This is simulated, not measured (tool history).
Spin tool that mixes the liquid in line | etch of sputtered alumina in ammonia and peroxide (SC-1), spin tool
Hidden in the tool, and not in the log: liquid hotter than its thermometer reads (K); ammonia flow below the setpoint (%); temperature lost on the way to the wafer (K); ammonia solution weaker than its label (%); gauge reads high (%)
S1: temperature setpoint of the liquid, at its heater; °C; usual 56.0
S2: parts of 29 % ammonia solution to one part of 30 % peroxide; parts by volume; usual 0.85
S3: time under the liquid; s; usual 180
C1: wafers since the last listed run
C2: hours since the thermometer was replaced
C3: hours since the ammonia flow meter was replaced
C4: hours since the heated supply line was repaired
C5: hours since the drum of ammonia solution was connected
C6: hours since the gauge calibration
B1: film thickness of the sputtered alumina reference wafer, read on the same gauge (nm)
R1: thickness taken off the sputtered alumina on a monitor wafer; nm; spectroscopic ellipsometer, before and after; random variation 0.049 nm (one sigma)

run,day,S1,S2,S3,C1,C2,C3,C4,C5,C6,B1,R1
1,0.000,49.5,0.85,100,0,1204.0,738.4,2269.9,173.2,641.7,110.00,5.96
2,2.767,49.5,0.85,100,581,1270.4,804.8,2336.3,239.6,708.1,109.98,5.92
# day 4.108: thermometer replaced
3,6.354,56.0,0.85,180,744,53.9,890.9,2422.4,325.7,794.2,110.00,15.16
4,8.229,56.0,0.85,180,393,98.9,935.9,2467.4,370.7,839.2,109.99,15.25
5,12.179,56.0,0.85,180,829,193.7,1030.7,2562.2,465.5,934.0,110.02,15.29
6,14.896,56.0,0.85,180,570,258.9,1095.9,2627.4,530.7,999.2,109.96,15.24
7,17.150,56.0,0.85,180,473,313.0,1150.0,2681.5,584.8,1053.3,110.01,15.25
# day 19.462: gauge calibrated
8,20.979,56.0,0.85,180,804,404.9,1241.9,2773.4,676.7,36.4,109.98,15.20
# day 25.583: new drum of ammonia solution connected
9,32.667,56.0,0.85,180,2446,685.4,1522.4,3053.9,170.0,316.9,110.03,15.32
10,34.612,56.0,0.85,180,408,732.1,1569.1,3100.6,216.7,363.6,110.01,15.20
11,37.412,56.0,0.85,180,588,799.3,1636.3,3167.8,283.9,430.8,110.01,15.23
# day 38.729: ammonia flow meter replaced
# day 40.908: heated supply line repaired
12,40.929,56.0,0.85,250,721,883.7,52.8,0.5,368.3,515.2,110.00,21.23
13,44.550,56.0,0.85,180,760,970.6,139.7,87.4,455.2,602.1,109.99,15.19
14,47.254,56.0,0.85,180,567,1035.5,204.6,152.3,520.1,667.0,110.03,15.25
15,51.342,56.0,1.00,180,858,1133.6,302.7,250.4,618.2,765.1,110.01,15.49
16,53.846,66.0,0.50,215,525,1193.7,362.8,310.5,678.3,825.2,110.00,28.68
# day 56.325: gauge calibrated
# day 56.333: new drum of ammonia solution connected
# day 56.492: thermometer replaced
17,57.304,59.0,1.20,135,708,19.5,445.8,393.5,23.3,23.5,110.01,13.86
18,59.692,60.5,0.85,80,501,76.8,503.1,450.8,80.6,80.8,110.00,8.53
19,61.221,48.5,1.15,145,321,113.5,539.8,487.5,117.3,117.5,110.04,8.41
20,62.888,56.0,0.85,180,350,153.5,579.8,527.5,157.3,157.5,109.97,15.12
21,65.238,53.5,0.70,235,493,209.9,636.2,583.9,213.7,213.9,109.97,16.94
22,68.625,56.0,0.85,180,711,291.2,717.5,665.2,295.0,295.2,110.00,15.14
23,71.921,56.0,0.85,180,692,370.3,796.6,744.3,374.1,374.3,110.01,15.20
24,74.871,60.5,0.95,220,619,441.1,867.4,815.1,444.9,445.1,109.99,23.75

Hidden state at the last listed run before each entry between runs and at the first one after, where it differs:
Between runs 2 and 3: thermometer replaced (day 4.108)
  no hidden state differs between the two runs
Between runs 7 and 8: gauge calibrated (day 19.462)
  no hidden state differs between the two runs
Between runs 8 and 9: new drum of ammonia solution connected (day 25.583)
  no hidden state differs between the two runs
Between runs 11 and 12: ammonia flow meter replaced (day 38.729); heated supply line repaired (day 40.908)
  no hidden state differs between the two runs
Between runs 16 and 17: gauge calibrated (day 56.325); new drum of ammonia solution connected (day 56.333); thermometer replaced (day 56.492)
  no hidden state differs between the two runs
